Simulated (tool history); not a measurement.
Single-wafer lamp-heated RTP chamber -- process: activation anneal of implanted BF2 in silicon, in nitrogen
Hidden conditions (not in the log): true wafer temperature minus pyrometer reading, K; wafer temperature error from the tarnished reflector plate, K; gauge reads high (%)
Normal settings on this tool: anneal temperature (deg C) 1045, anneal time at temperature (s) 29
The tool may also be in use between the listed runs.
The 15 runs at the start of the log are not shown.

run,hour,anneal temperature (deg C),anneal time at temperature (s),wafers since the last listed run,wafers since the last pyrometer calibration,wafers since the reflector plate was cleaned,hours since the gauge calibration,"read-back reference wafer on the same gauge, sheet resistance",sheet resistance of the implanted and annealed layer (ohm/square)
16,411.9,1045,17,1160,2864,5151,228.2,181.84,175.38
17,432.8,1045,29,482,3346,5633,249.1,181.79,171.66
18,456.4,1036,20,544,3891,6177,272.7,182.15,177.46
# hour 468.2: pyrometer window cleaned and pyrometer calibrated
19,478.8,1020,35,332,245,6509,295.1,182.15,175.46
20,493.2,1025,40,332,577,6841,309.5,182.06,172.66
21,523.0,1045,15,687,1265,7529,339.3,181.68,176.55
# hour 550.5: reflector plate cleaned
22,551.3,1027,22,468,1733,18,367.6,182.03,177.45
23,582.1,1045,29,710,2444,728,398.4,181.92,171.39
24,599.2,1045,29,394,2838,1123,415.5,181.91,171.09
25,622.8,1061,40,544,3382,1667,439.1,182.21,164.65
26,634.9,1032,14,279,3661,1946,451.2,182.03,181.42
# hour 657.9: pyrometer window cleaned and pyrometer calibrated
27,666.9,1032,29,553,208,2500,483.2,182.12,176.17
28,700.2,1027,22,768,976,3268,516.5,181.82,180.19
29,713.1,1018,29,297,1273,3565,529.4,181.83,180.22
30,730.3,1022,22,396,1670,3962,546.6,181.90,182.86

Expected results for the next run?
31,762.4,1045,34,740,2411,4703,578.7,?,?

{"run 31": {"read-back reference wafer on the same gauge, sheet resistance": 181.98, "sheet resistance of the implanted and annealed layer (ohm/square)": 169.14}}
The same run, on a tool lacking any hidden state, would have yielded sheet resistance of the implanted and annealed layer (ohm/square) 169.14.
